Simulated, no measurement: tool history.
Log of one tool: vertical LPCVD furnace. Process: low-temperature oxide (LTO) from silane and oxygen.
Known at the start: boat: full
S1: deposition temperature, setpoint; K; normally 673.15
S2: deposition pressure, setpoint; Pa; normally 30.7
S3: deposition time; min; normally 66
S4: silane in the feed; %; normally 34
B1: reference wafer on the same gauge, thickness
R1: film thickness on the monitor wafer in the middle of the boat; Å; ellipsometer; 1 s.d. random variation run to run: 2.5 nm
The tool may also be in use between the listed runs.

run,hour,S1,S2,S3,S4,B1,R1
1,0,673.15,30.7,66,34,644.34,5356.1
2,46.1,673.15,30.7,66,34,644.95,5399.1
3,83.4,673.15,30.7,66,34,643.67,5385.8
4,144.5,673.15,30.7,80.5,34,644.04,6594.4
5,170.1,673.15,30.7,80.5,34,644.01,6491.5
6,302.9,673.15,30.7,80.5,34,643.97,6511.8
7,366.2,673.15,30.7,66,34,644.08,5329.6
8,392.8,673.15,30.7,66,34,644.7,5340.7
9,456.1,673.15,30.7,66,34,642.65,5335.5
10,503.1,673.15,30.7,66,34,645.42,5339.5
11,546.2,673.15,30.7,66,34,642.77,5299.9
# hour 586.9: thermocouples replaced and temperature profile calibrated
12,615,673.15,30.7,66,34,644.9,5365.1
13,657.4,673.15,30.7,66,34,643.18,5270.9
14,713.2,673.15,30.7,66,34,644.52,5363.8
15,780.5,673.15,30.7,66,34,643.01,5249.2
# hour 806.7: silane flow controller replaced
16,838.5,673.15,30.7,45,34,644.15,3839.7
17,909.6,678.15,30.7,66,34,642.96,5933.1
# hour 926.2: gauge calibrated
18,934.4,673.15,30.7,66,34,644.08,5662.9
# hour 991.8: pressure gauge zeroed
19,999.1,673.15,30.7,66,34,643.55,5663.8
20,1029.1,681.15,24.7,59.5,32,644,4109.6
21,1091.2,673.15,30.7,66,34,643.64,5608.5
22,1125.8,680.15,30.7,89,34,645.11,8205.1
23,1193.1,673.15,30.7,66,40,644.24,6935.2
24,1227.6,673.15,30.7,66,34,644.12,5626.5
25,1264.9,673.15,34.7,56,30,643.99,4449.6
26,1331.4,673.15,30.7,66,34,643.64,5568.5
27,1358.1,673.15,30.7,66,40,644.09,6861
28,1421.5,685.15,30.7,66,28,643.51,4853.1
29,1474.1,682.15,25.3,91,34,644.71,7022.8
30,1517.7,667.15,25.3,66,34,644.1,4276.9

Hidden state, per run?
true tube temperature minus thermocouple reading, K: 0, the same for each run
true pressure minus gauge reading, mTorr: 0, the same for each run
gauge reads high (%): 0, the same for each run
H1: deviation of the silane flow from its setpoint, %
run,H1
1,-5.25
2,-5.33
3,-5.39
4,-5.5
5,-5.54
6,-5.77
7,-5.87
8,-5.92
9,-6.03
10,-6.11
11,-6.18
12,-6.3
13,-6.37
14,-6.46
15,-6.58
16,-0.179
17,-0.3
18,-0.342
19,-0.452
20,-0.503
21,-0.609
22,-0.668
23,-0.782
24,-0.841
25,-0.905
26,-1.02
27,-1.06
28,-1.17
29,-1.26
30,-1.33
